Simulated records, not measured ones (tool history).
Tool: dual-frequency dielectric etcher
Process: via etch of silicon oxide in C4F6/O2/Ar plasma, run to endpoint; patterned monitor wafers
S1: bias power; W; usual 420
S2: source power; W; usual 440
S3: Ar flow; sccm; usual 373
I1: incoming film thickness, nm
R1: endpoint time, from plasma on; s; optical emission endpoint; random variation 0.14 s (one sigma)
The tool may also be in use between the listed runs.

run 1 day=0 | S1=481 S2=440 S3=340 | I1=175.3 | R1=38.3
run 2 day=1.788 | S1=475 S2=440 S3=373 | I1=172.9 | R1=38.2
-- day=3.012 wet clean of the chamber
run 3 day=6.221 | S1=420 S2=440 S3=373 | I1=174.1 | R1=40
run 4 day=9.604 | S1=420 S2=440 S3=373 | I1=175.9 | R1=40.8
run 5 day=11.862 | S1=420 S2=440 S3=301 | I1=176.5 | R1=40.2
run 6 day=15.479 | S1=420 S2=380 S3=373 | I1=173.3 | R1=43.2
run 7 day=19.188 | S1=420 S2=380 S3=373 | I1=175.8 | R1=43.5
-- day=21.362 upper electrode replaced
run 8 day=21.771 | S1=420 S2=520 S3=373 | I1=173.9 | R1=37.5
run 9 day=23.725 | S1=356 S2=360 S3=299 | I1=173.8 | R1=46.1
-- day=30.1 wet clean of the chamber
-- day=32.446 Ar flow controller replaced
run 10 day=33.758 | S1=420 S2=440 S3=373 | I1=175.8 | R1=40.8
run 11 day=37.921 | S1=374 S2=440 S3=373 | I1=175.1 | R1=42.5
run 12 day=51.342 | S1=318 S2=440 S3=373 | I1=173.8 | R1=44.5
run 13 day=53.971 | S1=420 S2=440 S3=373 | I1=174.1 | R1=40.5
-- day=56.083 source power generator calibrated
run 14 day=57.279 | S1=486 S2=510 S3=297 | I1=175.4 | R1=35.8
run 15 day=59.708 | S1=383 S2=490 S3=420 | I1=173.4 | R1=40.9
-- day=63.175 wet clean of the chamber
run 16 day=65.85 | S1=344 S2=400 S3=306 | I1=173.8 | R1=45.1
-- day=68.921 bias power generator calibrated
run 17 day=69.271 | S1=420 S2=360 S3=373 | I1=175.6 | R1=45.6
run 18 day=73.217 | S1=420 S2=330 S3=464 | I1=175.1 | R1=48.3
run 19 day=76.067 | S1=496 S2=440 S3=373 | I1=174.6 | R1=38.8
run 20 day=77.912 | S1=486 S2=510 S3=297 | I1=174.2 | R1=36
run 21 day=79.858 | S1=388 S2=410 S3=404 | I1=175 | R1=44.1
run 22 day=82.204 | S1=334 S2=380 S3=451 | I1=174.6 | R1=48.5
-- day=84.912 source power generator calibrated, repeated, since the last time left the tool worse
run 23 day=85.429 | S1=450 S2=350 S3=373 | I1=172.9 | R1=43
run 24 day=87.058 | S1=338 S2=540 S3=373 | I1=174.4 | R1=39.2
-- day=93.667 wet clean of the chamber
run 25 day=96.296 | S1=379 S2=440 S3=307 | I1=175.4 | R1=40.8
run 26 day=99.379 | S1=459 S2=440 S3=462 | I1=174.9 | R1=39.6
run 27 day=101.271 | S1=420 S2=510 S3=373 | I1=173.9 | R1=37
run 28 day=104.283 | S1=464 S2=410 S3=323 | I1=174.4 | R1=39.5
run 29 day=107.779 | S1=420 S2=440 S3=373 | I1=175.5 | R1=40.2

Forecast each of these 3 alternatives for the next run:
run A day=107.796 | S1=420 S2=440 S3=313 | I1=173.5 | R1=?
run B day=107.796 | S1=351 S2=440 S3=293 | I1=173.5 | R1=?
run C day=107.796 | S1=469 S2=410 S3=427 | I1=173.5 | R1=?

run=A R1=38.9
run=B R1=41.1
run=C R1=39.7
Without the tool's hidden state the same runs would have given:
run=A R1=38.8
run=B R1=41
run=C R1=39.6
